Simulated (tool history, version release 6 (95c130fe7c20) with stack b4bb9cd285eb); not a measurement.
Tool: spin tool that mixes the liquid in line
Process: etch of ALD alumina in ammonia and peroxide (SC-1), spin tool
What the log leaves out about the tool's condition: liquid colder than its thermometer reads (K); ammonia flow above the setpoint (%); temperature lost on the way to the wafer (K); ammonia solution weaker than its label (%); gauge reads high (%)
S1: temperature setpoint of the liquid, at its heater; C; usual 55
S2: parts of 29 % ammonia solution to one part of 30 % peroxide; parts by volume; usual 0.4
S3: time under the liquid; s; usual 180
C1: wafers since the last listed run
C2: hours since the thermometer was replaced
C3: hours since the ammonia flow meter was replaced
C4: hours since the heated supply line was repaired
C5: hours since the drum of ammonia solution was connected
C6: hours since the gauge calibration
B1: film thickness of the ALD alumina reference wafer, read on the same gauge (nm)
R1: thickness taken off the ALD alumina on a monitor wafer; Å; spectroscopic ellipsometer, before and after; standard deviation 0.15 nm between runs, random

Run 1, hour 0: usual settings but S2 0.5 parts by volume, S3 130 s; C1 0; C2 1229.1; C3 1597.4; C4 3606.1; C5 661.5; C6 748.5; B1 79.99. Result: R1 107.7 Å.
Run 2, hour 12: usual settings but S2 0.5 parts by volume, S3 130 s; C1 69; C2 1241.1; C3 1609.4; C4 3618.1; C5 673.5; C6 760.5; B1 80.01. Result: R1 107.2 Å.
At hour 64.2: new drum of ammonia solution connected.
Run 3, hour 69.4: usual settings but S1 58.5 C, S2 0.3 parts by volume; C1 326; C2 1298.5; C3 1666.8; C4 3675.5; C5 5.2; C6 817.9; B1 80.02. Result: R1 170.1 Å.
Run 4, hour 87.8: usual settings; C1 106; C2 1316.9; C3 1685.2; C4 3693.9; C5 23.6; C6 836.3; B1 80.01. Result: R1 146.1 Å.
Run 5, hour 121.2: usual settings; C1 193; C2 1350.3; C3 1718.6; C4 3727.3; C5 57; C6 869.7; B1 80.01. Result: R1 147.4 Å.
At hour 146.8: gauge calibrated.
Run 6, hour 150.7: usual settings but S1 50 C; C1 170; C2 1379.8; C3 1748.1; C4 3756.8; C5 86.5; C6 3.9; B1 80.01. Result: R1 112.9 Å.
Run 7, hour 211.6: usual settings but S1 63 C, S2 0.3 parts by volume, S3 275 s; C1 352; C2 1440.7; C3 1809; C4 3817.7; C5 147.4; C6 64.8; B1 80. Result: R1 332.3 Å.
Run 8, hour 224.7: usual settings; C1 75; C2 1453.8; C3 1822.1; C4 3830.8; C5 160.5; C6 77.9; B1 80.01. Result: R1 145.3 Å.
At hour 240.9: thermometer replaced.
Run 9, hour 249.8: usual settings but S2 0.5 parts by volume; C1 139; C2 8.9; C3 1847.2; C4 3855.9; C5 185.6; C6 103; B1 80. Result: R1 157.4 Å.
Run 10, hour 281.3: usual settings but S1 64.5 C, S3 100 s; C1 182; C2 40.4; C3 1878.7; C4 3887.4; C5 217.1; C6 134.5; B1 79.98. Result: R1 141.3 Å.
At hour 291.2: heated supply line repaired.
Run 11, hour 311.4: usual settings; C1 168; C2 70.5; C3 1908.8; C4 20.2; C5 247.2; C6 164.6; B1 80.01. Result: R1 157.9 Å.
Run 12, hour 327.7: usual settings but S1 59 C; C1 94; C2 86.8; C3 1925.1; C4 36.5; C5 263.5; C6 180.9; B1 79.97. Result: R1 196.1 Å.
At hour 334.6: ammonia flow meter replaced.
Run 13, hour 348.4: usual settings but S1 46 C, S2 0.5 parts by volume, S3 85 s; C1 113; C2 107.5; C3 13.8; C4 57.2; C5 284.2; C6 201.6; B1 79.99. Result: R1 45.7 Å.
Run 14, hour 364.1: usual settings but S1 58.5 C; C1 90; C2 123.2; C3 29.5; C4 72.9; C5 299.9; C6 217.3; B1 80.03. Result: R1 188.8 Å.
Run 15, hour 387.3: usual settings but S2 0.3 parts by volume, S3 145 s; C1 134; C2 146.4; C3 52.7; C4 96.1; C5 323.1; C6 240.5; B1 80.01. Result: R1 122.6 Å.
Run 16, hour 416.8: usual settings but S2 0.5 parts by volume, S3 275 s; C1 170; C2 175.9; C3 82.2; C4 125.6; C5 352.6; C6 270; B1 79.99. Result: R1 244.9 Å.
Run 17, hour 452.5: usual settings but S2 0.55 parts by volume, S3 80 s; C1 206; C2 211.6; C3 117.9; C4 161.3; C5 388.3; C6 305.7; B1 80.04. Result: R1 71.7 Å.
Run 18, hour 465.3: usual settings but S1 47.5 C, S2 0.6 parts by volume, S3 250 s; C1 74; C2 224.4; C3 130.7; C4 174.1; C5 401.1; C6 318.5; B1 80.03. Result: R1 148.5 Å.
Run 19, hour 483.5: usual settings but S2 0.55 parts by volume; C1 105; C2 242.6; C3 148.9; C4 192.3; C5 419.3; C6 336.7; B1 79.96. Result: R1 161.1 Å.
Run 20, hour 501: usual settings but S1 49 C; C1 101; C2 260.1; C3 166.4; C4 209.8; C5 436.8; C6 354.2; B1 80.01. Result: R1 111.9 Å.
Run 21, hour 521.6: usual settings but S2 0.2 parts by volume; C1 119; C2 280.7; C3 187; C4 230.4; C5 457.4; C6 374.8; B1 79.97. Result: R1 143.1 Å.
Run 22, hour 539.4: usual settings; C1 102; C2 298.5; C3 204.8; C4 248.2; C5 475.2; C6 392.6; B1 79.95. Result: R1 157.2 Å.
Run 23, hour 555.5: usual settings but S2 0.25 parts by volume; C1 93; C2 314.6; C3 220.9; C4 264.3; C5 491.3; C6 408.7; B1 79.97. Result: R1 148.6 Å.
Run 24, hour 575.2: usual settings but S1 63 C, S3 210 s; C1 113; C2 334.3; C3 240.6; C4 284; C5 511; C6 428.4; B1 80.03. Result: R1 274.9 Å.
Run 25, hour 597.1: usual settings; C1 126; C2 356.2; C3 262.5; C4 305.9; C5 532.9; C6 450.3; B1 80. Result: R1 156.4 Å.

Hidden state, per run?
ammonia flow above the setpoint (%): 0 on each run
temperature lost on the way to the wafer (K): 0 on each run
ammonia solution weaker than its label (%): 0 on each run
gauge reads high (%): 0 on each run
H1: liquid colder than its thermometer reads (K)
run      H1
  1    1.33
  2    1.34
  3     1.4
  4    1.42
  5    1.46
  6    1.49
  7    1.56
  8    1.57
  9  0.0105
 10  0.0442
 11  0.0764
 12  0.0938
 13   0.116
 14   0.133
 15   0.158
 16   0.189
 17   0.227
 18   0.241
 19    0.26
 20   0.279
 21   0.301
 22    0.32
 23   0.337
 24   0.358
 25   0.382
